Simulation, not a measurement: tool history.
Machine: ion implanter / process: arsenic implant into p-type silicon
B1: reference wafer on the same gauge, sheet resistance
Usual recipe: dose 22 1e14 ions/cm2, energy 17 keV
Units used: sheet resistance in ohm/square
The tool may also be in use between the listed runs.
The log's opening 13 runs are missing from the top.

run 14 hour=172 | dose=23.62 energy=17 | B1=104.13 | sheet_resistance=101.81
-- hour=193 extraction supply calibrated
run 15 hour=193.5 | dose=23.62 energy=17 | B1=103.81 | sheet_resistance=101.89
-- hour=202.1 Faraday cup replaced and dose calibrated
run 16 hour=202.6 | dose=23.62 energy=17 | B1=103.98 | sheet_resistance=103.39
run 17 hour=212.1 | dose=24.89 energy=18.5 | B1=104.27 | sheet_resistance=99.42
run 18 hour=218.7 | dose=19.39 energy=11.5 | B1=104.13 | sheet_resistance=113.51
run 19 hour=228.9 | dose=27.49 energy=21.5 | B1=103.97 | sheet_resistance=92.46
run 20 hour=246.3 | dose=25.65 energy=12.5 | B1=103.88 | sheet_resistance=107.71
run 21 hour=254.1 | dose=22 energy=17 | B1=103.9 | sheet_resistance=103.66
run 22 hour=268.3 | dose=24.03 energy=20.5 | B1=103.85 | sheet_resistance=96.82
-- hour=281.4 gauge calibrated
run 23 hour=282.9 | dose=27.83 energy=21.5 | B1=104.01 | sheet_resistance=92.96
run 24 hour=298.8 | dose=22 energy=19.5 | B1=103.89 | sheet_resistance=99.94
run 25 hour=309.9 | dose=18.81 energy=19 | B1=104.26 | sheet_resistance=103.63
run 26 hour=317.1 | dose=19.37 energy=17 | B1=104.22 | sheet_resistance=105.92
run 27 hour=326.8 | dose=20.32 energy=11.5 | B1=103.96 | sheet_resistance=113.13
run 28 hour=333.5 | dose=22 energy=17 | B1=103.96 | sheet_resistance=103.7
run 29 hour=344.5 | dose=22 energy=18.5 | B1=104.06 | sheet_resistance=101.03

Predict the results of run 30:
run 30 hour=353 | dose=17.31 energy=20.5 | B1=? | sheet_resistance=?

B1: 104.35
sheet resistance: 104.28 ohm/square
On a tool with no hidden condition, and with the same random variation, this run would have come out at sheet resistance 104.28 ohm/square.
